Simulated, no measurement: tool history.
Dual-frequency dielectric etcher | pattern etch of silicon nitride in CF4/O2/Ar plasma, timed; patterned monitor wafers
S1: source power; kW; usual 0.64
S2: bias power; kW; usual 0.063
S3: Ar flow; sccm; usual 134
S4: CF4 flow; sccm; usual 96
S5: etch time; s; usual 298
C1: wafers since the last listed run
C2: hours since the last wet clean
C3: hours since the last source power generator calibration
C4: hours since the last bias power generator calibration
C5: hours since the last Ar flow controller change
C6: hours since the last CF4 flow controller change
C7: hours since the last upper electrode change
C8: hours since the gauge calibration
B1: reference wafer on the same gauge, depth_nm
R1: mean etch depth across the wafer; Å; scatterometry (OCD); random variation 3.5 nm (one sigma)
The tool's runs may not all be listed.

run	day	S1	S2	S3	S4	S5	C1	C2	C3	C4	C5	C6	C7	C8	B1	R1
1	0	0.64	0.063	134	96	298	0	500.8	2486.3	3652.5	2280	5390.6	4082.6	25.2	742.9	7027
2	0.296	0.64	0.063	134	96	298	32	507.9	2493.4	3659.6	2287.1	5397.7	4089.7	32.3	742	7082
3	0.688	0.64	0.063	134	96	298	43	517.3	2502.8	3669	2296.5	5407.1	4099.1	41.7	743.2	7083
4	1.179	0.64	0.063	134	96	298	54	529.1	2514.6	3680.8	2308.3	5418.9	4110.9	53.5	742.6	7122
5	1.558	0.64	0.063	134	96	298	41	538.2	2523.7	3689.9	2317.4	5428	4120	62.6	742.8	6999
6	2.083	0.64	0.063	134	96	298	57	550.8	2536.3	3702.5	2330	5440.6	4132.6	75.2	743	7114
7	2.35	0.64	0.063	134	96	298	29	557.2	2542.7	3708.9	2336.4	5447	4139	81.6	743.3	7002
8	2.612	0.64	0.063	134	96	298	28	563.5	2549	3715.2	2342.7	5453.3	4145.3	87.9	743	7095
9	3.229	0.75	0.063	151	96	266.5	67	578.3	2563.8	3730	2357.5	5468.1	4160.1	102.7	742.7	7100
# day 3.704: CF4 flow controller replaced
10	3.725	0.64	0.063	134	96	298	27	590.2	2575.7	3741.9	2369.4	0.5	4172	114.6	742.4	7007
11	4.067	0.64	0.063	108	76	298	37	598.4	2583.9	3750.1	2377.6	8.7	4180.2	122.8	742.6	6884
# day 4.712: Ar flow controller replaced
12	4.733	0.64	0.063	134	96	298	45	614.4	2599.9	3766.1	0.5	24.7	4196.2	138.8	742.6	6966
# day 6.271: wet clean of the chamber
# day 6.638: gauge calibrated
# day 6.879: upper electrode replaced, of another model than before
# day 6.983: bias power generator calibrated
13	7.004	0.78	0.063	134	96	298	61	17.6	2654.4	0.5	55	79.2	3	8.8	743.3	9426
14	7.021	0.56	0.056	155	114	298	1	18	2654.8	0.9	55.4	79.6	3.4	9.2	742.7	5881
15	7.038	0.64	0.048	134	102	298	1	18.4	2655.2	1.3	55.8	80	3.8	9.6	743.5	6464
# day 7.342: source power generator calibrated
16	7.362	0.64	0.063	134	117	351.5	17	26.2	0.5	9.1	63.6	87.8	11.6	17.4	743.5	9076
17	7.775	0.64	0.063	134	96	298	45	36.1	10.4	19	73.5	97.7	21.5	27.3	743.8	7380
18	8.229	0.68	0.063	134	96	251	50	47	21.3	29.9	84.4	108.6	32.4	38.2	743.1	6678
19	8.65	0.51	0.063	134	96	262	46	57.1	31.4	40	94.5	118.7	42.5	48.3	742.4	4707
20	9.258	0.64	0.058	134	96	268.5	66	71.7	46	54.6	109.1	133.3	57.1	62.9	743.5	6375
21	9.708	0.78	0.063	134	114	359	49	82.5	56.8	65.4	119.9	144.1	67.9	73.7	742.9	11740

Forecast each of these 4 alternatives for the next run:
A	9.729	0.64	0.063	134	109	298	2	83	57.3	65.9	120.4	144.6	68.4	74.2	?	?
B	9.729	0.57	0.052	134	81	298	2	83	57.3	65.9	120.4	144.6	68.4	74.2	?	?
C	9.729	0.64	0.075	134	108	255.5	2	83	57.3	65.9	120.4	144.6	68.4	74.2	?	?
D	9.729	0.64	0.077	115	75	298	2	83	57.3	65.9	120.4	144.6	68.4	74.2	?	?

run	B1	R1
A	743.4	7487
B	743.4	5390
C	743.4	7019
D	743.4	7834
Without the tool's hidden state the same runs would have given:
run	R1
A	7545
B	5432
C	7074
D	7894

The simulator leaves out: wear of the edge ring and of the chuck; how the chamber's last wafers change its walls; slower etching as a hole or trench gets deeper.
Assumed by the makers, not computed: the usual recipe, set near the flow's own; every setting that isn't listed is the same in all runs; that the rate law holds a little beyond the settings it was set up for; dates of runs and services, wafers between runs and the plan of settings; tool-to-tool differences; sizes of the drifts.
